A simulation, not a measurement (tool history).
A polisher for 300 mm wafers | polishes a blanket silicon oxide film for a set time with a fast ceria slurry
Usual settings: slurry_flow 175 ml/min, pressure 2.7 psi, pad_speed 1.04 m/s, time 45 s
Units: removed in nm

run	hour	slurry_flow	pressure	pad_speed	time	wafers since the last listed run	wafers polished on this pad	hours since the slurry nozzle was cleaned	hours since the head pressure was calibrated	incoming thickness of the incoming film, nm	removed
1	0.0	205	2.7	1.04	34	0	620	408.2	1054.0	2072.2	461.3
2	10.1	175	2.7	1.04	45	57	677	418.3	1064.1	2008.7	593.4
3	18.4	175	2.7	1.04	45	47	725	426.6	1072.4	2032.4	591.5
4	34.5	175	2.7	1.04	45	91	817	442.7	1088.5	2021.4	590.0
5	49.2	175	2.7	1.04	45	83	901	457.4	1103.2	2056.4	596.2
6	60.1	175	2.7	1.04	45	62	963	468.3	1114.1	2008.1	591.7
7	67.7	175	2.7	1.04	45	43	1006	475.9	1121.7	2068.7	586.2
8	84.3	175	2.7	1.04	45	94	1101	492.5	1138.3	2002.8	602.7
# hour 93.3: worn pad replaced by a new one
9	101.5	175	2.7	1.04	45	75	47	509.7	1155.5	2038.4	589.4
10	115.0	175	2.7	1.04	45	77	124	523.2	1169.0	2037.0	581.7
11	123.5	175	2.7	1.04	45	48	172	531.7	1177.5	2044.0	585.4
12	137.9	175	2.7	1.04	45	82	254	546.1	1191.9	2038.6	588.5
13	147.7	175	2.7	1.04	45	55	310	555.9	1201.7	2020.0	592.6
# hour 163.2: head pressure recalibrated
14	165.4	175	2.7	1.04	34	89	400	573.6	2.2	2029.7	506.7
15	181.1	175	2.7	1.04	34	89	489	589.3	17.9	2027.0	496.4
16	192.3	175	2.7	1.04	58	63	553	600.5	29.1	2050.2	849.6
17	206.3	175	2.7	1.04	45	79	633	614.5	43.1	1988.0	663.7
18	215.5	135	3.2	1.04	36	52	686	623.7	52.3	2026.1	591.7
19	231.1	175	2.7	1.04	45	89	775	639.3	67.9	2029.3	654.4
20	238.4	150	2.7	1.04	60	41	816	646.6	75.2	2013.8	846.8
21	245.2	175	2.7	1.04	45	38	855	653.4	82.0	2035.8	655.8
22	255.0	175	3.3	1.36	51	55	911	663.2	91.8	2022.8	1162.8
23	269.7	175	2.7	1.04	45	83	995	677.9	106.5	2024.6	661.0
24	284.6	230	3.6	1.38	45	85	1080	692.8	121.4	2043.0	1176.9
25	294.5	200	2.7	0.78	58	56	1136	702.7	131.3	2040.3	649.9
# hour 314.4: slurry nozzle cleaned
# hour 336.7: worn pad replaced by a new one
26	346.6	200	2.3	1.04	52	268	56	32.2	183.4	1998.5	649.6
27	361.9	210	3.0	0.80	50	87	143	47.5	198.7	1995.7	639.5
28	384.7	130	2.7	1.22	45	130	273	70.3	221.5	2007.2	711.8
29	392.0	175	2.7	1.04	45	41	315	77.6	228.8	2027.6	648.2
30	405.8	175	2.7	1.04	45	78	394	91.4	242.6	2015.5	648.7
31	441.6	175	3.2	1.26	61	204	598	127.2	278.4	2045.7	1245.8
32	453.5	175	2.7	1.04	45	67	666	139.1	290.3	2036.6	643.0
33	462.3	235	3.6	1.04	45	50	716	147.9	299.1	2033.8	890.4

Measured less the same run without the tool's hidden state. The same run-to-run variation is in both; the gauge's scatter may not be:
The hidden state here: removal rate lost through wear of the pad, %; slurry flow missing at the pad, %; deviation of the head's pressure from its setpoint, %.
run	removed
1	-46.5
2	-60.4
3	-60.8
4	-61.5
5	-63.1
6	-63.3
7	-63.2
8	-66.0
9	-65.5
10	-65.4
11	-66.3
12	-67.6
13	-68.7
14	+1.5
15	+0.8
16	+0.6
17	-0.3
18	-0.7
19	-1.7
20	-2.6
21	-2.5
22	-5.3
23	-3.8
24	-8.3
25	-5.1
26	-7.9
27	-8.7
28	-11.1
29	-10.4
30	-11.2
31	-25.4
32	-13.7
33	-19.7

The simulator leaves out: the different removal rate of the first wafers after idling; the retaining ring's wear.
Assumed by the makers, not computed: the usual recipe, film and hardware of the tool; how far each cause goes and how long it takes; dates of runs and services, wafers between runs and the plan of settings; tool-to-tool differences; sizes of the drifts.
